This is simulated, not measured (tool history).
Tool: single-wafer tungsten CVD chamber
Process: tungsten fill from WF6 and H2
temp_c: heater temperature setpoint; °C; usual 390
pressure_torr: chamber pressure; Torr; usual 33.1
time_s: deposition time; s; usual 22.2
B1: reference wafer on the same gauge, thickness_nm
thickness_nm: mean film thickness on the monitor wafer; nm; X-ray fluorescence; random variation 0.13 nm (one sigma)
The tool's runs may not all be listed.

Run 1, hour 0: usual settings but time_s 20.8 s; B1 50.179. Result: thickness_nm 48.961 nm.
Run 2, hour 18.7: usual settings but time_s 20.8 s; B1 50.205. Result: thickness_nm 49.088 nm.
Run 3, hour 52.5: usual settings but time_s 20.8 s; B1 50.206. Result: thickness_nm 49.027 nm.
Run 4, hour 71.9: usual settings; B1 50.196. Result: thickness_nm 52.476 nm.
Run 5, hour 93.4: usual settings; B1 50.242. Result: thickness_nm 52.557 nm.
Run 6, hour 128.7: usual settings; B1 50.214. Result: thickness_nm 52.167 nm.
Run 7, hour 150.5: usual settings; B1 50.212. Result: thickness_nm 52.473 nm.
Run 8, hour 164.3: usual settings; B1 50.15. Result: thickness_nm 52.549 nm.
Run 9, hour 186.3: usual settings; B1 50.202. Result: thickness_nm 52.32 nm.
Run 10, hour 209.3: usual settings; B1 50.184. Result: thickness_nm 52.186 nm.
Run 11, hour 233.3: usual settings; B1 50.276. Result: thickness_nm 52.315 nm.
Run 12, hour 269.2: usual settings but temp_c 381 °C, pressure_torr 29.7 Torr; B1 50.211. Result: thickness_nm 42.376 nm.
Run 13, hour 301.2: usual settings but temp_c 381 °C, pressure_torr 29.7 Torr; B1 50.24. Result: thickness_nm 42.272 nm.
Run 14, hour 326: usual settings; B1 50.169. Result: thickness_nm 52.347 nm.
At hour 335: thermocouple changed; heater temperature recalibrated.
At hour 362.8: showerhead replaced.
Run 15, hour 408.9: usual settings but temp_c 401 °C, time_s 24.1 s; B1 50.184. Result: thickness_nm 69.826 nm.
At hour 429.1: capacitance manometer re-zeroed and calibrated.
Run 16, hour 429.8: usual settings; B1 50.216. Result: thickness_nm 52.442 nm.
Run 17, hour 450.9: usual settings but time_s 20.5 s; B1 50.251. Result: thickness_nm 48.442 nm.
Run 18, hour 467.9: usual settings but temp_c 380 °C, time_s 25.7 s; B1 50.185. Result: thickness_nm 50.036 nm.
Run 19, hour 486.4: usual settings but temp_c 382 °C, pressure_torr 39.8 Torr, time_s 24 s; B1 50.182. Result: thickness_nm 51.915 nm.
Run 20, hour 501.9: usual settings but pressure_torr 26.4 Torr, time_s 25.5 s; B1 50.196. Result: thickness_nm 55.353 nm.
At hour 522.2: gauge calibrated.
Run 21, hour 534.4: usual settings but temp_c 382 °C, time_s 25.7 s; B1 50.182. Result: thickness_nm 52.015 nm.
Run 22, hour 549.1: usual settings but temp_c 395 °C, pressure_torr 26.2 Torr, time_s 20.8 s; B1 50.194. Result: thickness_nm 49.827 nm.
Run 23, hour 564.7: usual settings but temp_c 377 °C, time_s 18.1 s; B1 50.186. Result: thickness_nm 32.926 nm.
Run 24, hour 596.3: usual settings but temp_c 382 °C, time_s 26.5 s; B1 50.235. Result: thickness_nm 53.454 nm.
Run 25, hour 631.1: usual settings but temp_c 399 °C, pressure_torr 30.3 Torr, time_s 24.3 s; B1 50.167. Result: thickness_nm 65.817 nm.
Run 26, hour 649.4: usual settings; B1 50.209. Result: thickness_nm 52.207 nm.
Run 27, hour 673.2: usual settings but time_s 20.8 s; B1 50.224. Result: thickness_nm 48.881 nm.
Run 28, hour 691.1: usual settings but pressure_torr 28.2 Torr; B1 50.192. Result: thickness_nm 49.451 nm.

Forecast each of these 3 alternatives for the next run:
Run A, hour 691.5: usual settings; B1 ?. Result: thickness_nm ?.
Run B, hour 691.5: usual settings but time_s 25.6 s; B1 ?. Result: thickness_nm ?.
Run C, hour 691.5: usual settings but temp_c 380 °C, pressure_torr 36.5 Torr; B1 ?. Result: thickness_nm ?.

run     B1  thickness_nm
  A  50.18        52.353
  B  50.18        60.408
  C  50.18        44.658
Without the tool's hidden state the same runs would have given:
run  thickness_nm
  A        52.353
  B        60.408
  C        44.658
